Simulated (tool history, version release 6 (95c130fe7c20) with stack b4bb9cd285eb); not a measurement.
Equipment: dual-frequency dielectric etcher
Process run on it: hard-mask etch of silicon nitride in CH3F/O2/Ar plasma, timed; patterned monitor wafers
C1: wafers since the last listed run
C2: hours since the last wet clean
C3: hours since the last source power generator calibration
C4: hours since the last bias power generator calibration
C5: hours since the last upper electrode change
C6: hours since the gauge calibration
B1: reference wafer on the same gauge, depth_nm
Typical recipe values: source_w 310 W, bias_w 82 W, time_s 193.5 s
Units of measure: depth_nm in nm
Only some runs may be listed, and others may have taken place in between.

{"run": 1, "hour": 0.0, "source_w": 370, "bias_w": 82, "time_s": 193.5, "C1": 0, "C2": 289.4, "C3": 2145.9, "C4": 3030, "C5": 2888.3, "C6": 240, "B1": 151, "depth_nm": 141.4}
{"run": 2, "hour": 14.9, "source_w": 310, "bias_w": 82, "time_s": 193.5, "C1": 63, "C2": 304.3, "C3": 2160.8, "C4": 3044.9, "C5": 2903.2, "C6": 254.9, "B1": 151, "depth_nm": 136.6}
{"run": 3, "hour": 40.9, "source_w": 310, "bias_w": 82, "time_s": 193.5, "C1": 111, "C2": 330.3, "C3": 2186.8, "C4": 3070.9, "C5": 2929.2, "C6": 280.9, "B1": 151.1, "depth_nm": 136}
{"run": 4, "hour": 58.7, "source_w": 310, "bias_w": 82, "time_s": 193.5, "C1": 76, "C2": 348.1, "C3": 2204.6, "C4": 3088.7, "C5": 2947, "C6": 298.7, "B1": 150.9, "depth_nm": 136.5}
{"run": 5, "hour": 71.6, "source_w": 310, "bias_w": 82, "time_s": 206, "C1": 55, "C2": 361, "C3": 2217.5, "C4": 3101.6, "C5": 2959.9, "C6": 311.6, "B1": 151.2, "depth_nm": 144.5}
{"run": 6, "hour": 100.9, "source_w": 310, "bias_w": 82, "time_s": 206, "C1": 125, "C2": 390.3, "C3": 2246.8, "C4": 3130.9, "C5": 2989.2, "C6": 340.9, "B1": 151, "depth_nm": 144.6}
{"run": 7, "hour": 121.2, "source_w": 310, "bias_w": 82, "time_s": 156.5, "C1": 86, "C2": 410.6, "C3": 2267.1, "C4": 3151.2, "C5": 3009.5, "C6": 361.2, "B1": 151, "depth_nm": 109.3}
{"run": 8, "hour": 156.4, "source_w": 310, "bias_w": 82, "time_s": 156.5, "C1": 150, "C2": 445.8, "C3": 2302.3, "C4": 3186.4, "C5": 3044.7, "C6": 396.4, "B1": 150.9, "depth_nm": 109.8}
{"hour": 200.4, "done": "wet clean of the chamber"}
{"run": 9, "hour": 203.3, "source_w": 310, "bias_w": 69, "time_s": 193.5, "C1": 97, "C2": 2.9, "C3": 2349.2, "C4": 3233.3, "C5": 3091.6, "C6": 443.3, "B1": 151.1, "depth_nm": 124.4}
{"hour": 239.8, "done": "upper electrode replaced"}
{"run": 10, "hour": 240.3, "source_w": 310, "bias_w": 69, "time_s": 193.5, "C1": 55, "C2": 39.9, "C3": 2386.2, "C4": 3270.3, "C5": 0.5, "C6": 480.3, "B1": 150.9, "depth_nm": 124.2}
{"run": 11, "hour": 255.9, "source_w": 310, "bias_w": 77, "time_s": 153.5, "C1": 66, "C2": 55.5, "C3": 2401.8, "C4": 3285.9, "C5": 16.1, "C6": 495.9, "B1": 151, "depth_nm": 105.5}
{"run": 12, "hour": 281.2, "source_w": 310, "bias_w": 77, "time_s": 153.5, "C1": 108, "C2": 80.8, "C3": 2427.1, "C4": 3311.2, "C5": 41.4, "C6": 521.2, "B1": 151.1, "depth_nm": 105.4}
{"run": 13, "hour": 298.0, "source_w": 310, "bias_w": 82, "time_s": 193.5, "C1": 71, "C2": 97.6, "C3": 2443.9, "C4": 3328, "C5": 58.2, "C6": 538, "B1": 150.9, "depth_nm": 137.7}
{"run": 14, "hour": 327.3, "source_w": 310, "bias_w": 82, "time_s": 229.5, "C1": 125, "C2": 126.9, "C3": 2473.2, "C4": 3357.3, "C5": 87.5, "C6": 567.3, "B1": 151.2, "depth_nm": 163.1}
{"run": 15, "hour": 359.6, "source_w": 310, "bias_w": 82, "time_s": 229.5, "C1": 138, "C2": 159.2, "C3": 2505.5, "C4": 3389.6, "C5": 119.8, "C6": 599.6, "B1": 150.9, "depth_nm": 162.5}
{"run": 16, "hour": 386.7, "source_w": 310, "bias_w": 82, "time_s": 193.5, "C1": 115, "C2": 186.3, "C3": 2532.6, "C4": 3416.7, "C5": 146.9, "C6": 626.7, "B1": 151, "depth_nm": 136.8}
{"hour": 400.8, "done": "gauge calibrated"}
{"run": 17, "hour": 408.6, "source_w": 310, "bias_w": 82, "time_s": 193.5, "C1": 93, "C2": 208.2, "C3": 2554.5, "C4": 3438.6, "C5": 168.8, "C6": 7.8, "B1": 150.9, "depth_nm": 136.4}
{"run": 18, "hour": 475.5, "source_w": 280, "bias_w": 82, "time_s": 193.5, "C1": 286, "C2": 275.1, "C3": 2621.4, "C4": 3505.5, "C5": 235.7, "C6": 74.7, "B1": 151.2, "depth_nm": 133.8}
{"hour": 490.2, "done": "source power generator calibrated"}
{"run": 19, "hour": 496.8, "source_w": 310, "bias_w": 82, "time_s": 209.5, "C1": 73, "C2": 296.4, "C3": 6.6, "C4": 3526.8, "C5": 257, "C6": 96, "B1": 151, "depth_nm": 148.1}
{"run": 20, "hour": 529.5, "source_w": 310, "bias_w": 102, "time_s": 193.5, "C1": 139, "C2": 329.1, "C3": 39.3, "C4": 3559.5, "C5": 289.7, "C6": 128.7, "B1": 150.9, "depth_nm": 153.9}
{"hour": 534.2, "done": "bias power generator calibrated"}
{"run": 21, "hour": 549.4, "source_w": 310, "bias_w": 82, "time_s": 193.5, "C1": 68, "C2": 349, "C3": 59.2, "C4": 15.2, "C5": 309.6, "C6": 148.6, "B1": 150.9, "depth_nm": 135.7}
{"run": 22, "hour": 574.5, "source_w": 310, "bias_w": 82, "time_s": 193.5, "C1": 107, "C2": 374.1, "C3": 84.3, "C4": 40.3, "C5": 334.7, "C6": 173.7, "B1": 151, "depth_nm": 136.2}
{"run": 23, "hour": 590.1, "source_w": 310, "bias_w": 82, "time_s": 193.5, "C1": 66, "C2": 389.7, "C3": 99.9, "C4": 55.9, "C5": 350.3, "C6": 189.3, "B1": 151.1, "depth_nm": 136}
{"run": 24, "hour": 624.4, "source_w": 310, "bias_w": 82, "time_s": 193.5, "C1": 146, "C2": 424, "C3": 134.2, "C4": 90.2, "C5": 384.6, "C6": 223.6, "B1": 151, "depth_nm": 135.4}
{"run": 25, "hour": 640.4, "source_w": 310, "bias_w": 98, "time_s": 236.5, "C1": 68, "C2": 440, "C3": 150.2, "C4": 106.2, "C5": 400.6, "C6": 239.6, "B1": 151.1, "depth_nm": 183.4}
{"run": 26, "hour": 656.2, "source_w": 270, "bias_w": 98, "time_s": 244, "C1": 67, "C2": 455.8, "C3": 166, "C4": 122, "C5": 416.4, "C6": 255.4, "B1": 151, "depth_nm": 183.7}
{"run": 27, "hour": 678.7, "source_w": 310, "bias_w": 82, "time_s": 218, "C1": 96, "C2": 478.3, "C3": 188.5, "C4": 144.5, "C5": 438.9, "C6": 277.9, "B1": 150.9, "depth_nm": 152.4}
{"run": 28, "hour": 712.4, "source_w": 340, "bias_w": 102, "time_s": 236.5, "C1": 144, "C2": 512, "C3": 222.2, "C4": 178.2, "C5": 472.6, "C6": 311.6, "B1": 151, "depth_nm": 188.9}
{"hour": 746.1, "done": "wet clean of the chamber"}
{"run": 29, "hour": 746.6, "source_w": 360, "bias_w": 73, "time_s": 172, "C1": 43, "C2": 0.5, "C3": 256.4, "C4": 212.4, "C5": 506.8, "C6": 345.8, "B1": 151, "depth_nm": 117.4}
{"run": 30, "hour": 751.4, "source_w": 310, "bias_w": 88, "time_s": 193.5, "C1": 20, "C2": 5.3, "C3": 261.2, "C4": 217.2, "C5": 511.6, "C6": 350.6, "B1": 151, "depth_nm": 143}
{"run": 31, "hour": 766.4, "source_w": 270, "bias_w": 82, "time_s": 223, "C1": 64, "C2": 20.3, "C3": 276.2, "C4": 232.2, "C5": 526.6, "C6": 365.6, "B1": 150.9, "depth_nm": 154.9}

Results for each run, recomputed without the tool's hidden state and with each run's random variation untouched:
Hidden state at play: etch rate over this chamber's usual, %; source power that arrives over what is set, %; bias power that arrives over what is set, %; gauge reads high (%).
run=1 depth_nm=142.9
run=2 depth_nm=138.1
run=3 depth_nm=137.7
run=4 depth_nm=138.3
run=5 depth_nm=146.5
run=6 depth_nm=146.8
run=7 depth_nm=111
run=8 depth_nm=111.8
run=9 depth_nm=124.1
run=10 depth_nm=124.2
run=11 depth_nm=105.6
run=12 depth_nm=105.6
run=13 depth_nm=138
run=14 depth_nm=163.8
run=15 depth_nm=163.3
run=16 depth_nm=137.7
run=17 depth_nm=137.4
run=18 depth_nm=135.3
run=19 depth_nm=149.8
run=20 depth_nm=155.9
run=21 depth_nm=137.6
run=22 depth_nm=138.3
run=23 depth_nm=138.2
run=24 depth_nm=137.8
run=25 depth_nm=186.7
run=26 depth_nm=187.2
run=27 depth_nm=155.5
run=28 depth_nm=193.1
run=29 depth_nm=117.8
run=30 depth_nm=143.5
run=31 depth_nm=155.5

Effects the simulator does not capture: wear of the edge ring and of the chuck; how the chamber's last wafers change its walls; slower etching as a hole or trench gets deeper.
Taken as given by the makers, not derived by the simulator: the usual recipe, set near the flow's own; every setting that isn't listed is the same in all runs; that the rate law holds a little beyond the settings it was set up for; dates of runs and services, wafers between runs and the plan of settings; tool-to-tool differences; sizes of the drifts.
